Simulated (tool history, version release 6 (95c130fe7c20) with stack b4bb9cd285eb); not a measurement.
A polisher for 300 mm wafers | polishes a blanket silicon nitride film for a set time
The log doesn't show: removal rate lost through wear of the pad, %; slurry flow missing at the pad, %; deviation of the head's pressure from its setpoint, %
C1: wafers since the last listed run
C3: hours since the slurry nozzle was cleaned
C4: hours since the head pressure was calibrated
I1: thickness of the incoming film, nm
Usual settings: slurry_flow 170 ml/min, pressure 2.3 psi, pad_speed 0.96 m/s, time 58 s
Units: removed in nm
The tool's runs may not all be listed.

Run 1, hour 0: usual settings but time 67 s; C1 0; wafers polished on this pad 3617; C3 419.9; C4 531.9; I1 562.9. Result: removed 59.5 nm.
Run 2, hour 206.1: usual settings but time 67 s; C1 1773; wafers polished on this pad 5390; C3 626; C4 738; I1 566.2. Result: removed 56.9 nm.
At hour 275: worn pad replaced by a new one.
At hour 288.1: slurry nozzle cleaned.
Run 3, hour 306.6: usual settings but slurry_flow 140 ml/min, pressure 1.8 psi; C1 821; wafers polished on this pad 263; C3 18.5; C4 838.5; I1 566.6. Result: removed 40.2 nm.
Run 4, hour 410.3: usual settings but slurry_flow 140 ml/min, pressure 1.8 psi; C1 892; wafers polished on this pad 1155; C3 122.2; C4 942.2; I1 569.1. Result: removed 40.3 nm.
Run 5, hour 491.6: usual settings; C1 699; wafers polished on this pad 1855; C3 203.5; C4 1023.5; I1 577.3. Result: removed 54.1 nm.
At hour 531.5: head pressure recalibrated.
Run 6, hour 553.7: usual settings but slurry_flow 120 ml/min, pad_speed 0.86 m/s; C1 517; wafers polished on this pad 2372; C3 265.6; C4 22.2; I1 565.2. Result: removed 44.8 nm.
Run 7, hour 634.1: usual settings but slurry_flow 120 ml/min, pad_speed 0.86 m/s; C1 691; wafers polished on this pad 3064; C3 346; C4 102.6; I1 565.1. Result: removed 44.5 nm.
Run 8, hour 728.4: usual settings; C1 811; wafers polished on this pad 3875; C3 440.3; C4 196.9; I1 559.6. Result: removed 51.9 nm.
Run 9, hour 799: usual settings; C1 607; wafers polished on this pad 4483; C3 510.9; C4 267.5; I1 570.6. Result: removed 50.9 nm.
Run 10, hour 879.1: usual settings; C1 689; wafers polished on this pad 5172; C3 591; C4 347.6; I1 567.1. Result: removed 50 nm.
At hour 906.7: slurry nozzle cleaned.
Run 11, hour 926.8: usual settings; C1 401; wafers polished on this pad 5574; C3 20.1; C4 395.3; I1 568.3. Result: removed 48.8 nm.
At hour 943.7: worn pad replaced by a new one.
Run 12, hour 1008.6: usual settings but slurry_flow 195 ml/min; C1 669; wafers polished on this pad 558; C3 101.9; C4 477.1; I1 566.8. Result: removed 55.3 nm.
Run 13, hour 1113.1: usual settings; C1 899; wafers polished on this pad 1458; C3 206.4; C4 581.6; I1 558.5. Result: removed 54.7 nm.
Run 14, hour 1154.1: usual settings but time 66 s; C1 352; wafers polished on this pad 1810; C3 247.4; C4 622.6; I1 573.8. Result: removed 61.4 nm.
Run 15, hour 1233.4: usual settings but time 66 s; C1 682; wafers polished on this pad 2493; C3 326.7; C4 701.9; I1 559.6. Result: removed 60.8 nm.
Run 16, hour 1317.4: usual settings but pad_speed 1.18 m/s; C1 722; wafers polished on this pad 3216; C3 410.7; C4 785.9; I1 571.4. Result: removed 60.8 nm.
Run 17, hour 1367.4: usual settings but pad_speed 1.18 m/s; C1 430; wafers polished on this pad 3646; C3 460.7; C4 835.9; I1 561.3. Result: removed 62 nm.
Run 18, hour 1438.9: usual settings but time 66 s; C1 615; wafers polished on this pad 4261; C3 532.2; C4 907.4; I1 566.2. Result: removed 58.8 nm.
Run 19, hour 1532.4: usual settings but pressure 2.6 psi, pad_speed 0.64 m/s, time 75 s; C1 804; wafers polished on this pad 5066; C3 625.7; C4 1000.9; I1 568.6. Result: removed 53.7 nm.
At hour 1571.6: worn pad replaced by a new one, of another model than before.
At hour 1604: head pressure recalibrated.
At hour 1636.3: slurry nozzle cleaned.
Run 20, hour 1810.5: usual settings but slurry_flow 155 ml/min, pressure 2.7 psi, pad_speed 0.76 m/s, time 75 s; C1 2332; wafers polished on this pad 2030; C3 174.2; C4 206.5; I1 559.4. Result: removed 68.8 nm.
Run 21, hour 1919.9: usual settings but slurry_flow 185 ml/min, pad_speed 1.16 m/s; C1 941; wafers polished on this pad 2971; C3 283.6; C4 315.9; I1 570.4. Result: removed 58.8 nm.
Run 22, hour 2148: usual settings; C1 1962; wafers polished on this pad 4934; C3 511.7; C4 544; I1 577.5. Result: removed 50.3 nm.
Run 23, hour 2215.4: usual settings; C1 579; wafers polished on this pad 5514; C3 579.1; C4 611.4; I1 567.3. Result: removed 50.1 nm.
At hour 2221: worn pad replaced by a new one.
At hour 2364.8: slurry nozzle cleaned.
Run 24, hour 2386.1: usual settings but slurry_flow 215 ml/min; C1 1425; wafers polished on this pad 1412; C3 21.3; C4 782.1; I1 570.1. Result: removed 55.4 nm.
Run 25, hour 2422.6: usual settings; C1 314; wafers polished on this pad 1726; C3 57.8; C4 818.6; I1 574.6. Result: removed 53.3 nm.
At hour 2459.9: head pressure recalibrated.
Run 26, hour 2489.8: usual settings but pad_speed 0.86 m/s, time 45 s; C1 561; wafers polished on this pad 2287; C3 125; C4 29.9; I1 570.2. Result: removed 39.1 nm.
Run 27, hour 2579.4: usual settings but slurry_flow 195 ml/min, time 72 s; C1 771; wafers polished on this pad 3058; C3 214.6; C4 119.5; I1 573.3. Result: removed 66.4 nm.
Run 28, hour 2635.3: usual settings but slurry_flow 210 ml/min; C1 481; wafers polished on this pad 3539; C3 270.5; C4 175.4; I1 562.3. Result: removed 52.8 nm.
At hour 2909.1: worn pad replaced by a new one.
Run 29, hour 2909.6: usual settings but pressure 2 psi, time 67 s; C1 2325; wafers polished on this pad 3; C3 544.8; C4 449.7; I1 569.7. Result: removed 56 nm.
At hour 2951.3: slurry nozzle cleaned.
Run 30, hour 3004.4: usual settings; C1 807; wafers polished on this pad 811; C3 53.1; C4 544.5; I1 575.7. Result: removed 54 nm.
Run 31, hour 3071.9: usual settings but slurry_flow 200 ml/min; C1 580; wafers polished on this pad 1391; C3 120.6; C4 612; I1 569.3. Result: removed 54.7 nm.
Run 32, hour 3126.5: usual settings; C1 469; wafers polished on this pad 1861; C3 175.2; C4 666.6; I1 577. Result: removed 53.1 nm.
Run 33, hour 3188.1: usual settings but time 72 s; C1 530; wafers polished on this pad 2391; C3 236.8; C4 728.2; I1 571.2. Result: removed 65.8 nm.
Run 34, hour 3249.2: usual settings; C1 525; wafers polished on this pad 2917; C3 297.9; C4 789.3; I1 575. Result: removed 52.3 nm.

Hidden state at the last listed run before each entry between runs and at the first one after, where it differs:
Between runs 2 and 3: worn pad replaced by a new one (hour 275); slurry nozzle cleaned (hour 288.1)
  removal rate lost through wear of the pad, %: 9.57 -> 0.438
  measured less the result without the state, removed: -6 -> -0.2 nm
Between runs 5 and 6: head pressure recalibrated (hour 531.5)
  removal rate lost through wear of the pad, %: 1.37 -> 1.99
  measured less the result without the state, removed: -0.7 -> -0.9 nm
Between runs 10 and 11: slurry nozzle cleaned (hour 906.7)
  removal rate lost through wear of the pad, %: 7.79 -> 9
  measured less the result without the state, removed: -4.2 -> -4.8 nm
Between runs 11 and 12: worn pad replaced by a new one (hour 943.7)
  removal rate lost through wear of the pad, %: 9 -> 0.214
  measured less the result without the state, removed: -4.8 -> -0.2 nm
Between runs 19 and 20: worn pad replaced by a new one, of another model than before (hour 1571.6); head pressure recalibrated (hour 1604); slurry nozzle cleaned (hour 1636.3)
  removal rate lost through wear of the pad, %: 7.13 -> 1.17
  measured less the result without the state, removed: -4.2 -> -0.8 nm
Between runs 23 and 24: worn pad replaced by a new one (hour 2221); slurry nozzle cleaned (hour 2364.8)
  removal rate lost through wear of the pad, %: 8.4 -> 1.13
  measured less the result without the state, removed: -4.6 -> -0.7 nm
Between runs 25 and 26: head pressure recalibrated (hour 2459.9)
  removal rate lost through wear of the pad, %: 1.4 -> 2.04
  measured less the result without the state, removed: -0.7 -> -0.9 nm
Between runs 28 and 29: worn pad replaced by a new one (hour 2909.1)
  removal rate lost through wear of the pad, %: 4.05 -> 0.951
  measured less the result without the state, removed: -2.2 -> -0.5 nm
Between runs 29 and 30: slurry nozzle cleaned (hour 2951.3)
  removal rate lost through wear of the pad, %: 0.951 -> 1.13
  measured less the result without the state, removed: -0.5 -> -0.7 nm
